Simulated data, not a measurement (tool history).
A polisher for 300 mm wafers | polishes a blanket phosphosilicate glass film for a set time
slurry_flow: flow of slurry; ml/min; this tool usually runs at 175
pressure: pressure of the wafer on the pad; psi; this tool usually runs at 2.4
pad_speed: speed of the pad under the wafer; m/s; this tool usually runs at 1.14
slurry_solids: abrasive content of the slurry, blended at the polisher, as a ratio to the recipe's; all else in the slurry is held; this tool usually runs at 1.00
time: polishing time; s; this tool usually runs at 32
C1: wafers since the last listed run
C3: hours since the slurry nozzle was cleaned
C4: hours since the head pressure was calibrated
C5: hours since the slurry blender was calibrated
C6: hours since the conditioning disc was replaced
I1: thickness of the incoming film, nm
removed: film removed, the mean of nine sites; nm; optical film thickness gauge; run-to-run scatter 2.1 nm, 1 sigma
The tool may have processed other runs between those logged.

run 1 hour=0.0 | slurry_flow=175 pressure=2.4 pad_speed=1.14 slurry_solids=1.00 time=32 | C1=0 wafers_polished_on_this_pad=1185 C3=205.1 C4=255.9 C5=293.3 C6=160.1 | I1=3748.4 | removed=184.3
run 2 hour=105.2 | slurry_flow=175 pressure=2.4 pad_speed=1.14 slurry_solids=1.00 time=32 | C1=1326 wafers_polished_on_this_pad=2512 C3=310.3 C4=361.1 C5=398.5 C6=265.3 | I1=3762.1 | removed=190.0
-- hour=142.2 slurry blender recalibrated
-- hour=174.1 conditioning disc replaced and pad reconditioned
run 3 hour=186.6 | slurry_flow=175 pressure=2.4 pad_speed=1.14 slurry_solids=1.00 time=32 | C1=976 wafers_polished_on_this_pad=3488 C3=391.7 C4=442.5 C5=44.4 C6=12.5 | I1=3771.4 | removed=186.4
-- hour=276.9 worn pad replaced by a new one
run 4 hour=290.3 | slurry_flow=175 pressure=1.8 pad_speed=1.14 slurry_solids=1.00 time=32 | C1=1257 wafers_polished_on_this_pad=168 C3=495.4 C4=546.2 C5=148.1 C6=116.2 | I1=3717.3 | removed=151.5
run 5 hour=357.6 | slurry_flow=175 pressure=1.8 pad_speed=1.14 slurry_solids=1.00 time=32 | C1=848 wafers_polished_on_this_pad=1017 C3=562.7 C4=613.5 C5=215.4 C6=183.5 | I1=3730.8 | removed=152.3
-- hour=378.5 head pressure recalibrated
run 6 hour=409.6 | slurry_flow=175 pressure=1.8 pad_speed=1.14 slurry_solids=1.00 time=32 | C1=630 wafers_polished_on_this_pad=1648 C3=614.7 C4=31.1 C5=267.4 C6=235.5 | I1=3717.6 | removed=152.3
run 7 hour=513.2 | slurry_flow=175 pressure=2.4 pad_speed=1.14 slurry_solids=1.00 time=32 | C1=1306 wafers_polished_on_this_pad=2954 C3=718.3 C4=134.7 C5=371.0 C6=339.1 | I1=3787.4 | removed=186.4
-- hour=548.1 slurry nozzle cleaned
-- hour=567.5 conditioning disc replaced and pad reconditioned
-- hour=568.4 slurry blender recalibrated
-- hour=682.4 worn pad replaced by a new one
run 8 hour=746.5 | slurry_flow=175 pressure=2.4 pad_speed=1.14 slurry_solids=1.00 time=32 | C1=2843 wafers_polished_on_this_pad=807 C3=198.4 C4=368.0 C5=178.1 C6=179.0 | I1=3755.2 | removed=188.6
run 9 hour=791.3 | slurry_flow=175 pressure=2.4 pad_speed=1.14 slurry_solids=1.00 time=32 | C1=565 wafers_polished_on_this_pad=1372 C3=243.2 C4=412.8 C5=222.9 C6=223.8 | I1=3682.0 | removed=187.0
run 10 hour=864.7 | slurry_flow=175 pressure=2.4 pad_speed=1.14 slurry_solids=1.00 time=32 | C1=925 wafers_polished_on_this_pad=2298 C3=316.6 C4=486.2 C5=296.3 C6=297.2 | I1=3703.5 | removed=183.7
run 11 hour=940.1 | slurry_flow=175 pressure=2.4 pad_speed=1.14 slurry_solids=0.80 time=32 | C1=950 wafers_polished_on_this_pad=3249 C3=392.0 C4=561.6 C5=371.7 C6=372.6 | I1=3691.7 | removed=164.5
-- hour=952.9 slurry blender recalibrated
-- hour=957.3 conditioning disc replaced and pad reconditioned
run 12 hour=1004.3 | slurry_flow=135 pressure=2.4 pad_speed=0.98 slurry_solids=1.00 time=32 | C1=759 wafers_polished_on_this_pad=4008 C3=456.2 C4=625.8 C5=51.4 C6=47.0 | I1=3763.3 | removed=171.5
-- hour=1043.5 worn pad replaced by a new one
-- hour=1091.9 head pressure recalibrated
run 13 hour=1092.4 | slurry_flow=175 pressure=2.4 pad_speed=1.14 slurry_solids=1.00 time=32 | C1=1035 wafers_polished_on_this_pad=592 C3=544.3 C4=0.5 C5=139.5 C6=135.1 | I1=3742.5 | removed=185.3
-- hour=1139.5 slurry nozzle cleaned
run 14 hour=1186.1 | slurry_flow=215 pressure=2.7 pad_speed=1.14 slurry_solids=1.00 time=32 | C1=1169 wafers_polished_on_this_pad=1761 C3=46.6 C4=94.2 C5=233.2 C6=228.8 | I1=3731.7 | removed=208.6
run 15 hour=1267.7 | slurry_flow=175 pressure=2.4 pad_speed=1.14 slurry_solids=1.00 time=32 | C1=1029 wafers_polished_on_this_pad=2790 C3=128.2 C4=175.8 C5=314.8 C6=310.4 | I1=3797.0 | removed=186.5
-- hour=1299.2 slurry blender recalibrated
-- hour=1307.6 conditioning disc replaced and pad reconditioned
run 16 hour=1372.2 | slurry_flow=175 pressure=2.4 pad_speed=1.14 slurry_solids=1.00 time=32 | C1=1267 wafers_polished_on_this_pad=4057 C3=232.7 C4=280.3 C5=73.0 C6=64.6 | I1=3711.1 | removed=191.2
run 17 hour=1421.8 | slurry_flow=175 pressure=2.4 pad_speed=1.14 slurry_solids=1.00 time=42 | C1=625 wafers_polished_on_this_pad=4683 C3=282.3 C4=329.9 C5=122.6 C6=114.2 | I1=3722.7 | removed=242.6
-- hour=1440.3 worn pad replaced by a new one
run 18 hour=1485.6 | slurry_flow=175 pressure=2.9 pad_speed=0.90 slurry_solids=1.10 time=21 | C1=754 wafers_polished_on_this_pad=571 C3=346.1 C4=393.7 C5=186.4 C6=178.0 | I1=3778.0 | removed=135.4
run 19 hour=1525.5 | slurry_flow=230 pressure=2.4 pad_speed=1.14 slurry_solids=1.00 time=32 | C1=503 wafers_polished_on_this_pad=1074 C3=386.0 C4=433.6 C5=226.3 C6=217.9 | I1=3724.1 | removed=192.8
run 20 hour=1576.8 | slurry_flow=135 pressure=2.4 pad_speed=1.14 slurry_solids=1.00 time=32 | C1=646 wafers_polished_on_this_pad=1721 C3=437.3 C4=484.9 C5=277.6 C6=269.2 | I1=3757.2 | removed=184.2
-- hour=1640.2 slurry blender recalibrated
run 21 hour=1662.7 | slurry_flow=175 pressure=2.9 pad_speed=1.14 slurry_solids=1.00 time=42 | C1=1058 wafers_polished_on_this_pad=2779 C3=523.2 C4=570.8 C5=22.5 C6=355.1 | I1=3703.0 | removed=288.2
run 22 hour=1708.1 | slurry_flow=175 pressure=2.7 pad_speed=1.14 slurry_solids=1.00 time=25 | C1=572 wafers_polished_on_this_pad=3352 C3=568.6 C4=616.2 C5=67.9 C6=400.5 | I1=3798.0 | removed=163.0
-- hour=1734.4 conditioning disc replaced and pad reconditioned
run 23 hour=1749.0 | slurry_flow=175 pressure=2.4 pad_speed=0.92 slurry_solids=1.25 time=32 | C1=490 wafers_polished_on_this_pad=3842 C3=609.5 C4=657.1 C5=108.8 C6=14.6 | I1=3732.4 | removed=187.8
-- hour=1768.6 worn pad replaced by a new one
-- hour=1771.7 head pressure recalibrated
run 24 hour=1850.1 | slurry_flow=175 pressure=1.9 pad_speed=1.14 slurry_solids=1.25 time=29 | C1=1199 wafers_polished_on_this_pad=1003 C3=710.6 C4=78.4 C5=209.9 C6=115.7 | I1=3800.8 | removed=159.9

5 options for the next run, each taken on its own from the tool as it stands now. Forecast them:
run A hour=1850.5 | slurry_flow=175 pressure=2.4 pad_speed=0.76 slurry_solids=1.00 time=32 | C1=5 wafers_polished_on_this_pad=1008 C3=711.0 C4=78.8 C5=210.3 C6=116.1 | I1=3735.9 | removed=?
run B hour=1850.5 | slurry_flow=175 pressure=2.4 pad_speed=1.14 slurry_solids=1.20 time=32 | C1=5 wafers_polished_on_this_pad=1008 C3=711.0 C4=78.8 C5=210.3 C6=116.1 | I1=3735.9 | removed=?
run C hour=1850.5 | slurry_flow=175 pressure=2.4 pad_speed=1.42 slurry_solids=0.85 time=32 | C1=5 wafers_polished_on_this_pad=1008 C3=711.0 C4=78.8 C5=210.3 C6=116.1 | I1=3735.9 | removed=?
run D hour=1850.5 | slurry_flow=220 pressure=1.8 pad_speed=1.52 slurry_solids=1.00 time=40 | C1=5 wafers_polished_on_this_pad=1008 C3=711.0 C4=78.8 C5=210.3 C6=116.1 | I1=3735.9 | removed=?
run E hour=1850.5 | slurry_flow=200 pressure=2.4 pad_speed=1.14 slurry_solids=1.00 time=32 | C1=5 wafers_polished_on_this_pad=1008 C3=711.0 C4=78.8 C5=210.3 C6=116.1 | I1=3735.9 | removed=?

run=A removed=152.7
run=B removed=206.3
run=C removed=191.5
run=D removed=226.1
run=E removed=189.6
With the hidden condition removed and each run's random variation left untouched, the same runs would have given:
run=A removed=152.7
run=B removed=206.3
run=C removed=191.5
run=D removed=226.1
run=E removed=189.6
